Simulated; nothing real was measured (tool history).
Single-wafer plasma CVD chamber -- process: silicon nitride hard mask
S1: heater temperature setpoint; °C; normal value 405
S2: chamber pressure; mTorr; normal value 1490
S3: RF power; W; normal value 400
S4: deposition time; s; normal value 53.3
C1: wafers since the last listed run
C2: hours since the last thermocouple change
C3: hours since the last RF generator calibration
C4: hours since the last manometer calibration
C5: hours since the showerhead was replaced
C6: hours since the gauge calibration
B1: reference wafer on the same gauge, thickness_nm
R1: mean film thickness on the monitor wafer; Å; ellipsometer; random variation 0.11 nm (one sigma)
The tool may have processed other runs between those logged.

run 1 day=0.000 | S1=405 S2=1490 S3=400 S4=53.3 | C1=0 C2=1789.2 C3=1575.3 C4=3018.8 C5=2929.6 C6=217.3 | B1=76.077 | R1=669.49
run 2 day=0.783 | S1=405 S2=1490 S3=400 S4=53.3 | C1=407 C2=1808.0 C3=1594.1 C4=3037.6 C5=2948.4 C6=236.1 | B1=76.096 | R1=668.32
run 3 day=1.292 | S1=405 S2=1620 S3=400 S4=53.3 | C1=264 C2=1820.2 C3=1606.3 C4=3049.8 C5=2960.6 C6=248.3 | B1=76.086 | R1=686.92
-- day=1.412 gauge calibrated
run 4 day=2.679 | S1=405 S2=1620 S3=400 S4=53.3 | C1=722 C2=1853.5 C3=1639.6 C4=3083.1 C5=2993.9 C6=30.4 | B1=76.093 | R1=686.12
run 5 day=3.329 | S1=405 S2=1490 S3=400 S4=53.3 | C1=338 C2=1869.1 C3=1655.2 C4=3098.7 C5=3009.5 C6=46.0 | B1=76.099 | R1=669.85
run 6 day=4.625 | S1=405 S2=1490 S3=400 S4=53.3 | C1=674 C2=1900.2 C3=1686.3 C4=3129.8 C5=3040.6 C6=77.1 | B1=76.114 | R1=669.65
-- day=5.483 showerhead replaced
run 7 day=6.104 | S1=405 S2=1490 S3=400 S4=53.3 | C1=596 C2=1935.7 C3=1721.8 C4=3165.3 C5=14.9 C6=112.6 | B1=76.098 | R1=667.75
run 8 day=6.954 | S1=405 S2=1490 S3=400 S4=59.8 | C1=442 C2=1956.1 C3=1742.2 C4=3185.7 C5=35.3 C6=133.0 | B1=76.101 | R1=749.31
run 9 day=8.062 | S1=417 S2=1490 S3=345 S4=53.3 | C1=577 C2=1982.7 C3=1768.8 C4=3212.3 C5=61.9 C6=159.6 | B1=76.108 | R1=601.89
-- day=8.671 capacitance manometer re-zeroed and calibrated
-- day=8.925 thermocouple changed; heater temperature recalibrated
run 10 day=8.946 | S1=405 S2=1490 S3=400 S4=53.3 | C1=153 C2=0.5 C3=1790.0 C4=6.6 C5=83.1 C6=180.8 | B1=76.111 | R1=669.28
run 11 day=10.083 | S1=405 S2=1490 S3=400 S4=53.3 | C1=592 C2=27.8 C3=1817.3 C4=33.9 C5=110.4 C6=208.1 | B1=76.082 | R1=668.56
-- day=10.554 gauge calibrated
run 12 day=11.088 | S1=405 S2=1490 S3=400 S4=63.4 | C1=522 C2=51.9 C3=1841.4 C4=58.0 C5=134.5 C6=12.8 | B1=76.111 | R1=792.51
-- day=11.975 RF generator calibrated
run 13 day=11.996 | S1=405 S2=1490 S3=400 S4=53.3 | C1=299 C2=73.7 C3=0.5 C4=79.8 C5=156.3 C6=34.6 | B1=76.103 | R1=707.58
run 14 day=12.583 | S1=405 S2=1490 S3=400 S4=44.8 | C1=305 C2=87.8 C3=14.6 C4=93.9 C5=170.4 C6=48.7 | B1=76.122 | R1=596.02
run 15 day=13.533 | S1=390 S2=1300 S3=400 S4=61.0 | C1=494 C2=110.6 C3=37.4 C4=116.7 C5=193.2 C6=71.5 | B1=76.096 | R1=778.68
run 16 day=15.025 | S1=405 S2=1300 S3=400 S4=57.0 | C1=776 C2=146.4 C3=73.2 C4=152.5 C5=229.0 C6=107.3 | B1=76.078 | R1=720.16
run 17 day=15.879 | S1=392 S2=1490 S3=400 S4=53.3 | C1=444 C2=166.9 C3=93.7 C4=173.0 C5=249.5 C6=127.8 | B1=76.085 | R1=707.46

Branching from run 17: 3 alternative next runs. What would each branch give?
run A day=15.896 | S1=405 S2=1490 S3=440 S4=53.3 | C1=8 C2=167.3 C3=94.1 C4=173.4 C5=249.9 C6=128.2 | B1=? | R1=?
run B day=15.896 | S1=405 S2=1490 S3=335 S4=53.3 | C1=8 C2=167.3 C3=94.1 C4=173.4 C5=249.9 C6=128.2 | B1=? | R1=?
run C day=15.896 | S1=405 S2=1350 S3=335 S4=53.3 | C1=8 C2=167.3 C3=94.1 C4=173.4 C5=249.9 C6=128.2 | B1=? | R1=?

run=A B1=76.132 R1=745.86
run=B B1=76.132 R1=625.08
run=C B1=76.132 R1=605.87
Had the tool no hidden state, the same runs would have come out as:
run=A R1=751.95
run=B R1=630.78
run=C R1=611.39

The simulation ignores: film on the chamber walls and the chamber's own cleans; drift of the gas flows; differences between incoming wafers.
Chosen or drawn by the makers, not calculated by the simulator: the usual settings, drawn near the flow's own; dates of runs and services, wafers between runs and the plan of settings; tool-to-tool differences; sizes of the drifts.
